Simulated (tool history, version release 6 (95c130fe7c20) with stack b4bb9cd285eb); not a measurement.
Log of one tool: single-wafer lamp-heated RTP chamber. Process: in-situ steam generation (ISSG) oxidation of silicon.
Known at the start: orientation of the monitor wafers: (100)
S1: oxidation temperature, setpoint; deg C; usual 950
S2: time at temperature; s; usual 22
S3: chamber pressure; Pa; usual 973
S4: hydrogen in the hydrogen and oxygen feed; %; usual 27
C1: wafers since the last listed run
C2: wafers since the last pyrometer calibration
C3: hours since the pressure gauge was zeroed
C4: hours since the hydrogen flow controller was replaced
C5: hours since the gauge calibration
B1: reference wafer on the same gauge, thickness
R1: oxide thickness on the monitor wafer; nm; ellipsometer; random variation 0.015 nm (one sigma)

Run 1, hour 0.0: usual settings but S1 936 deg C, S4 24 %; C1 0; C2 5245; C3 3466.0; C4 6017.0; C5 99.8; B1 3.951. Result: R1 4.347 nm.
Run 2, hour 25.6: usual settings but S1 955 deg C; C1 356; C2 5601; C3 3491.6; C4 6042.6; C5 125.4; B1 3.948. Result: R1 4.782 nm.
Run 3, hour 41.4: usual settings but S2 19 s; C1 219; C2 5821; C3 3507.4; C4 6058.4; C5 141.2; B1 3.945. Result: R1 4.448 nm.
Run 4, hour 126.3: usual settings but S2 19 s; C1 1181; C2 7002; C3 3592.3; C4 6143.3; C5 226.1; B1 3.949. Result: R1 4.411 nm.
Run 5, hour 146.5: usual settings; C1 281; C2 7283; C3 3612.5; C4 6163.5; C5 246.3; B1 3.946. Result: R1 4.709 nm.
Run 6, hour 169.4: usual settings; C1 318; C2 7602; C3 3635.4; C4 6186.4; C5 269.2; B1 3.953. Result: R1 4.690 nm.
At hour 192.1: hydrogen flow controller replaced.
At hour 198.2: pressure gauge zeroed.
Run 7, hour 198.7: usual settings; C1 211; C2 7813; C3 0.5; C4 6.6; C5 298.5; B1 3.950. Result: R1 4.713 nm.
At hour 210.9: pyrometer window cleaned and pyrometer calibrated.
Run 8, hour 218.0: usual settings; C1 157; C2 98; C3 19.8; C4 25.9; C5 317.8; B1 3.951. Result: R1 4.565 nm.
Run 9, hour 252.1: usual settings; C1 474; C2 573; C3 53.9; C4 60.0; C5 351.9; B1 3.953. Result: R1 4.566 nm.
Run 10, hour 276.8: usual settings; C1 343; C2 916; C3 78.6; C4 84.7; C5 376.6; B1 3.949. Result: R1 4.598 nm.
Run 11, hour 302.6: usual settings but S4 29 %; C1 358; C2 1275; C3 104.4; C4 110.5; C5 402.4; B1 3.951. Result: R1 4.693 nm.
Run 12, hour 333.5: usual settings but S2 27 s, S3 1080 Pa; C1 429; C2 1705; C3 135.3; C4 141.4; C5 433.3; B1 3.947. Result: R1 5.068 nm.
Run 13, hour 369.4: usual settings but S1 962 deg C, S2 14 s, S4 22 %; C1 499; C2 2205; C3 171.2; C4 177.3; C5 469.2; B1 3.948. Result: R1 3.821 nm.
Run 14, hour 389.6: usual settings but S1 932 deg C, S2 15 s, S4 30 %; C1 281; C2 2486; C3 191.4; C4 197.5; C5 489.4; B1 3.945. Result: R1 3.939 nm.
At hour 396.0: gauge calibrated.
Run 15, hour 404.1: usual settings; C1 201; C2 2688; C3 205.9; C4 212.0; C5 8.1; B1 3.955. Result: R1 4.647 nm.
Run 16, hour 439.2: usual settings but S4 22 %; C1 488; C2 3176; C3 241.0; C4 247.1; C5 43.2; B1 3.955. Result: R1 4.453 nm.
Run 17, hour 454.9: usual settings but S3 920 Pa, S4 22 %; C1 218; C2 3394; C3 256.7; C4 262.8; C5 58.9; B1 3.950. Result: R1 4.416 nm.
Run 18, hour 469.7: usual settings but S2 30 s; C1 205; C2 3600; C3 271.5; C4 277.6; C5 73.7; B1 3.949. Result: R1 5.324 nm.
Run 19, hour 501.2: usual settings; C1 438; C2 4039; C3 303.0; C4 309.1; C5 105.2; B1 3.950. Result: R1 4.704 nm.
Run 20, hour 532.1: usual settings but S1 957 deg C, S2 18 s, S3 920 Pa, S4 32 %; C1 429; C2 4468; C3 333.9; C4 340.0; C5 136.1; B1 3.952. Result: R1 4.634 nm.
Run 21, hour 551.9: usual settings but S2 28 s; C1 275; C2 4744; C3 353.7; C4 359.8; C5 155.9; B1 3.957. Result: R1 5.238 nm.
Run 22, hour 579.4: usual settings but S1 940 deg C, S2 18 s, S3 920 Pa, S4 21 %; C1 382; C2 5127; C3 381.2; C4 387.3; C5 183.4; B1 3.944. Result: R1 3.920 nm.
Run 23, hour 592.2: usual settings but S4 32 %; C1 178; C2 5305; C3 394.0; C4 400.1; C5 196.2; B1 3.950. Result: R1 4.913 nm.

The same runs without the tool's hidden state, with the same run-to-run variation:
The hidden state here: true wafer temperature minus pyrometer reading, K; true pressure minus gauge reading, Torr; deviation of the hydrogen flow from its setpoint, %; gauge reads high (%).
run     R1
  1  4.221
  2  4.624
  3  4.312
  4  4.270
  5  4.551
  6  4.531
  7  4.552
  8  4.535
  9  4.510
 10  4.526
 11  4.604
 12  4.949
 13  3.735
 14  3.858
 15  4.519
 16  4.322
 17  4.283
 18  5.143
 19  4.553
 20  4.484
 21  5.047
 22  3.802
 23  4.742
